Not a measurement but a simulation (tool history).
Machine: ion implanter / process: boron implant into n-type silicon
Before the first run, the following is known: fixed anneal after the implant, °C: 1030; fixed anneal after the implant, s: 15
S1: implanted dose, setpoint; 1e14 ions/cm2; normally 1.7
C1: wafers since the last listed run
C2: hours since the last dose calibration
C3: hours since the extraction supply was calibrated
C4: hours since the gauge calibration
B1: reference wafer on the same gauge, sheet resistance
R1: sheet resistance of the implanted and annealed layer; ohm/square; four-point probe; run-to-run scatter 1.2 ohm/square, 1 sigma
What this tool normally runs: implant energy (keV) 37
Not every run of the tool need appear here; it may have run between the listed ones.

run 1 day=0 | S1=1.7 implant_energy_(keV)=40.5 | C1=0 C2=521.8 C3=5014.1 C4=112.9 | B1=406.25 | R1=464.08
run 2 day=2.179 | S1=1.84 implant_energy_(keV)=37 | C1=1250 C2=574.1 C3=5066.4 C4=165.2 | B1=406.25 | R1=441.83
run 3 day=3.508 | S1=1.82 implant_energy_(keV)=32 | C1=762 C2=606 C3=5098.3 C4=197.1 | B1=405.75 | R1=453.36
run 4 day=6.108 | S1=1.82 implant_energy_(keV)=32 | C1=1491 C2=668.4 C3=5160.7 C4=259.5 | B1=405.84 | R1=454.92
run 5 day=8.338 | S1=1.82 implant_energy_(keV)=32 | C1=1278 C2=721.9 C3=5214.2 C4=313 | B1=405.46 | R1=450.51
run 6 day=10.379 | S1=1.7 implant_energy_(keV)=37 | C1=1171 C2=770.9 C3=5263.2 C4=362 | B1=406.15 | R1=467.04
run 7 day=11.783 | S1=1.7 implant_energy_(keV)=37 | C1=805 C2=804.6 C3=5296.9 C4=395.7 | B1=405.97 | R1=466.59
run 8 day=13.1 | S1=1.7 implant_energy_(keV)=37 | C1=755 C2=836.2 C3=5328.5 C4=427.3 | B1=405.79 | R1=462.99
run 9 day=14.3 | S1=1.7 implant_energy_(keV)=37 | C1=688 C2=865 C3=5357.3 C4=456.1 | B1=406.25 | R1=461.38
run 10 day=16.579 | S1=1.7 implant_energy_(keV)=37 | C1=1307 C2=919.7 C3=5412 C4=510.8 | B1=405.88 | R1=461.56
-- day=18.654 Faraday cup replaced and dose calibrated
run 11 day=18.825 | S1=1.7 implant_energy_(keV)=37 | C1=1097 C2=4.1 C3=5465.9 C4=564.7 | B1=405.59 | R1=473.07
run 12 day=21.167 | S1=1.7 implant_energy_(keV)=37 | C1=1343 C2=60.3 C3=5522.1 C4=620.9 | B1=405.59 | R1=472.01
run 13 day=22.638 | S1=1.7 implant_energy_(keV)=37 | C1=843 C2=95.6 C3=5557.4 C4=656.2 | B1=406 | R1=474.16
-- day=23.1 extraction supply calibrated
run 14 day=25.004 | S1=1.84 implant_energy_(keV)=48 | C1=1166 C2=152.4 C3=45.7 C4=713 | B1=405.77 | R1=430.58
run 15 day=30.496 | S1=1.23 implant_energy_(keV)=37 | C1=3150 C2=284.2 C3=177.5 C4=844.8 | B1=406.04 | R1=601.42
-- day=31.267 gauge calibrated
run 16 day=32.546 | S1=2.19 implant_energy_(keV)=37 | C1=1175 C2=333.4 C3=226.7 C4=30.7 | B1=405.93 | R1=388.46
run 17 day=33.679 | S1=2.02 implant_energy_(keV)=37 | C1=650 C2=360.6 C3=253.9 C4=57.9 | B1=405.76 | R1=412.14
run 18 day=35.079 | S1=2.01 implant_energy_(keV)=29 | C1=803 C2=394.2 C3=287.5 C4=91.5 | B1=406.24 | R1=429.74
run 19 day=38.012 | S1=1.89 implant_energy_(keV)=26.5 | C1=1682 C2=464.6 C3=357.9 C4=161.9 | B1=405.85 | R1=452.6
run 20 day=39.379 | S1=1.84 implant_energy_(keV)=48 | C1=783 C2=497.4 C3=390.7 C4=194.7 | B1=405.79 | R1=427.55
run 21 day=41.288 | S1=1.37 implant_energy_(keV)=41.5 | C1=1094 C2=543.2 C3=436.5 C4=240.5 | B1=405.91 | R1=540.61
run 22 day=42.612 | S1=1.31 implant_energy_(keV)=28.5 | C1=760 C2=575 C3=468.3 C4=272.3 | B1=406.29 | R1=594.48
run 23 day=45.288 | S1=1.84 implant_energy_(keV)=45 | C1=1534 C2=639.2 C3=532.5 C4=336.5 | B1=406.07 | R1=427.63
run 24 day=46.567 | S1=1.7 implant_energy_(keV)=26 | C1=733 C2=669.9 C3=563.2 C4=367.2 | B1=405.95 | R1=490.89
run 25 day=48.575 | S1=2.18 implant_energy_(keV)=25.5 | C1=1152 C2=718.1 C3=611.4 C4=415.4 | B1=405.58 | R1=401.9

Hidden state or all else? Some run-to-run changes of R1, split into what the settings, what came in and random variation would give without the hidden state, and what is left for the hidden state (with any gauge scatter that isn't in both results):
The tool's hidden condition here consists of: deviation of the true dose from the Faraday cup's reading, %; deviation of the true energy from its setpoint, %; gauge reads high (%).
Run 10 -> 11: Faraday cup replaced and dose calibrated. R1 +11.51 ohm/square: hidden state +11.3, all else +0.21.
Run 14 -> 15: S1 1.84 -> 1.23, implant energy (keV) 48 -> 37. R1 +170.84 ohm/square: hidden state -1.82, all else +172.66.
Run 15 -> 16: S1 1.23 -> 2.19, gauge calibrated. R1 -212.96 ohm/square: hidden state +0.85, all else -213.81.
Run 23 -> 24: S1 1.84 -> 1.7, implant energy (keV) 45 -> 26. R1 +63.26 ohm/square: hidden state -2.17, all else +65.43.
